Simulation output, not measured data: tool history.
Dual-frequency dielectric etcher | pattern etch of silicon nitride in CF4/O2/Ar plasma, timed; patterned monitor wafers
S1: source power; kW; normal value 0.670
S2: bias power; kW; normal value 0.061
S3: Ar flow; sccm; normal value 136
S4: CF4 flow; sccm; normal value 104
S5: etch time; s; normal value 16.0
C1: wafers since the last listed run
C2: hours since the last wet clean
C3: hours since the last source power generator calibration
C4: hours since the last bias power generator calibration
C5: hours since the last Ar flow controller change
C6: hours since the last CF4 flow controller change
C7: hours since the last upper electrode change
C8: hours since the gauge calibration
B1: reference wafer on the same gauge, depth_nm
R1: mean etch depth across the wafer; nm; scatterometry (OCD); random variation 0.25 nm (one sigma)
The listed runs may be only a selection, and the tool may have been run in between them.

{"run": 1, "hour": 0.0, "S1": 0.67, "S2": 0.061, "S3": 149, "S4": 119, "S5": 16.0, "C1": 0, "C2": 191.3, "C3": 5056.5, "C4": 3082.2, "C5": 1880.2, "C6": 3719.3, "C7": 1303.8, "C8": 1852.3, "B1": 39.66, "R1": 37.76}
{"hour": 102.2, "done": "Ar flow controller replaced"}
{"run": 2, "hour": 104.0, "S1": 0.67, "S2": 0.061, "S3": 136, "S4": 104, "S5": 16.0, "C1": 1151, "C2": 295.3, "C3": 5160.5, "C4": 3186.2, "C5": 1.8, "C6": 3823.3, "C7": 1407.8, "C8": 1956.3, "B1": 39.76, "R1": 36.67}
{"hour": 138.5, "done": "source power generator calibrated"}
{"run": 3, "hour": 170.7, "S1": 0.67, "S2": 0.061, "S3": 136, "S4": 104, "S5": 16.0, "C1": 736, "C2": 362.0, "C3": 32.2, "C4": 3252.9, "C5": 68.5, "C6": 3890.0, "C7": 1474.5, "C8": 2023.0, "B1": 39.65, "R1": 36.57}
{"hour": 205.8, "done": "wet clean of the chamber"}
{"run": 4, "hour": 206.3, "S1": 0.67, "S2": 0.061, "S3": 136, "S4": 104, "S5": 16.0, "C1": 136, "C2": 0.5, "C3": 67.8, "C4": 3288.5, "C5": 104.1, "C6": 3925.6, "C7": 1510.1, "C8": 2058.6, "B1": 39.75, "R1": 38.14}
{"run": 5, "hour": 270.0, "S1": 0.67, "S2": 0.074, "S3": 125, "S4": 114, "S5": 16.0, "C1": 748, "C2": 64.2, "C3": 131.5, "C4": 3352.2, "C5": 167.8, "C6": 3989.3, "C7": 1573.8, "C8": 2122.3, "B1": 39.76, "R1": 42.46}
{"hour": 275.9, "done": "gauge calibrated"}
{"run": 6, "hour": 325.8, "S1": 0.67, "S2": 0.056, "S3": 136, "S4": 104, "S5": 16.0, "C1": 655, "C2": 120.0, "C3": 187.3, "C4": 3408.0, "C5": 223.6, "C6": 4045.1, "C7": 1629.6, "C8": 49.9, "B1": 39.69, "R1": 35.73}
{"run": 7, "hour": 388.4, "S1": 0.67, "S2": 0.069, "S3": 136, "S4": 123, "S5": 17.5, "C1": 735, "C2": 182.6, "C3": 249.9, "C4": 3470.6, "C5": 286.2, "C6": 4107.7, "C7": 1692.2, "C8": 112.5, "B1": 39.62, "R1": 44.03}
{"run": 8, "hour": 457.8, "S1": 0.67, "S2": 0.057, "S3": 117, "S4": 104, "S5": 16.0, "C1": 815, "C2": 252.0, "C3": 319.3, "C4": 3540.0, "C5": 355.6, "C6": 4177.1, "C7": 1761.6, "C8": 181.9, "B1": 39.73, "R1": 36.24}
{"run": 9, "hour": 487.1, "S1": 0.67, "S2": 0.061, "S3": 136, "S4": 104, "S5": 16.0, "C1": 344, "C2": 281.3, "C3": 348.6, "C4": 3569.3, "C5": 384.9, "C6": 4206.4, "C7": 1790.9, "C8": 211.2, "B1": 39.7, "R1": 36.48}
{"hour": 523.1, "done": "CF4 flow controller replaced"}
{"run": 10, "hour": 542.1, "S1": 0.67, "S2": 0.061, "S3": 115, "S4": 104, "S5": 16.0, "C1": 575, "C2": 336.3, "C3": 403.6, "C4": 3624.3, "C5": 439.9, "C6": 19.0, "C7": 1845.9, "C8": 266.2, "B1": 39.81, "R1": 37.2}
{"run": 11, "hour": 597.8, "S1": 0.67, "S2": 0.046, "S3": 136, "S4": 104, "S5": 13.0, "C1": 654, "C2": 392.0, "C3": 459.3, "C4": 3680.0, "C5": 495.6, "C6": 74.7, "C7": 1901.6, "C8": 321.9, "B1": 39.61, "R1": 25.15}
{"hour": 646.6, "done": "wet clean of the chamber"}
{"run": 12, "hour": 647.1, "S1": 0.81, "S2": 0.061, "S3": 136, "S4": 104, "S5": 16.0, "C1": 297, "C2": 0.5, "C3": 508.6, "C4": 3729.3, "C5": 544.9, "C6": 124.0, "C7": 1950.9, "C8": 371.2, "B1": 39.7, "R1": 43.6}
{"hour": 688.3, "done": "bias power generator calibrated"}
{"hour": 702.4, "done": "upper electrode replaced, of another model than before"}
{"run": 13, "hour": 702.9, "S1": 0.67, "S2": 0.061, "S3": 136, "S4": 88, "S5": 11.5, "C1": 443, "C2": 56.3, "C3": 564.4, "C4": 14.6, "C5": 600.7, "C6": 179.8, "C7": 0.5, "C8": 427.0, "B1": 39.69, "R1": 26.71}
{"run": 14, "hour": 733.3, "S1": 0.67, "S2": 0.061, "S3": 154, "S4": 104, "S5": 16.0, "C1": 357, "C2": 86.7, "C3": 594.8, "C4": 45.0, "C5": 631.1, "C6": 210.2, "C7": 30.9, "C8": 457.4, "B1": 39.69, "R1": 37.29}
{"run": 15, "hour": 798.9, "S1": 0.67, "S2": 0.061, "S3": 167, "S4": 81, "S5": 19.5, "C1": 770, "C2": 152.3, "C3": 660.4, "C4": 110.6, "C5": 696.7, "C6": 275.8, "C7": 96.5, "C8": 523.0, "B1": 39.62, "R1": 43.48}
{"run": 16, "hour": 951.1, "S1": 0.67, "S2": 0.061, "S3": 136, "S4": 104, "S5": 16.0, "C1": 1788, "C2": 304.5, "C3": 812.6, "C4": 262.8, "C5": 848.9, "C6": 428.0, "C7": 248.7, "C8": 675.2, "B1": 39.68, "R1": 36.5}
{"run": 17, "hour": 982.0, "S1": 0.77, "S2": 0.061, "S3": 136, "S4": 104, "S5": 16.0, "C1": 363, "C2": 335.4, "C3": 843.5, "C4": 293.7, "C5": 879.8, "C6": 458.9, "C7": 279.6, "C8": 706.1, "B1": 39.67, "R1": 42.69}
{"run": 18, "hour": 1052.0, "S1": 0.67, "S2": 0.067, "S3": 136, "S4": 104, "S5": 14.5, "C1": 822, "C2": 405.4, "C3": 913.5, "C4": 363.7, "C5": 949.8, "C6": 528.9, "C7": 349.6, "C8": 776.1, "B1": 39.65, "R1": 33.36}
{"hour": 1086.8, "done": "wet clean of the chamber"}
{"run": 19, "hour": 1087.3, "S1": 0.67, "S2": 0.067, "S3": 136, "S4": 104, "S5": 14.5, "C1": 132, "C2": 0.5, "C3": 948.8, "C4": 399.0, "C5": 985.1, "C6": 564.2, "C7": 384.9, "C8": 811.4, "B1": 39.7, "R1": 36.17}
{"run": 20, "hour": 1105.3, "S1": 0.67, "S2": 0.053, "S3": 114, "S4": 104, "S5": 14.5, "C1": 211, "C2": 18.5, "C3": 966.8, "C4": 417.0, "C5": 1003.1, "C6": 582.2, "C7": 402.9, "C8": 829.4, "B1": 39.72, "R1": 33.66}
{"run": 21, "hour": 1140.4, "S1": 0.67, "S2": 0.061, "S3": 150, "S4": 88, "S5": 16.0, "C1": 412, "C2": 53.6, "C3": 1001.9, "C4": 452.1, "C5": 1038.2, "C6": 617.3, "C7": 438.0, "C8": 864.5, "B1": 39.81, "R1": 37.31}
{"run": 22, "hour": 1212.2, "S1": 0.67, "S2": 0.072, "S3": 136, "S4": 113, "S5": 16.0, "C1": 843, "C2": 125.4, "C3": 1073.7, "C4": 523.9, "C5": 1110.0, "C6": 689.1, "C7": 509.8, "C8": 936.3, "B1": 39.69, "R1": 40.13}

Pick out some run-to-run changes in R1. Of each, how much would a tool without hidden state show as well, from the settings, what came in and chance, and how much is left for the hidden state and any gauge scatter not in both results compared?
What the log doesn't record here: etch rate over this chamber's usual, %; source power that arrives over what is set, %; bias power that arrives over what is set, %; Ar flow that arrives over what is set, %; CF4 flow that arrives over what is set, %; gauge reads high (%).
Run 11 -> 12: S1 0.670 -> 0.810, S2 0.046 -> 0.061, S5 13.0 -> 16.0, wet clean of the chamber. R1 +18.45 nm: hidden state +1.54, all else +16.91.
Run 12 -> 13: S1 0.810 -> 0.670, S4 104 -> 88, S5 16.0 -> 11.5, bias power generator calibrated, upper electrode replaced, of another model than before. R1 -16.89 nm: hidden state -0.19, all else -16.70.
Run 18 -> 19: wet clean of the chamber. R1 +2.81 nm: hidden state +1.93, all else +0.88.
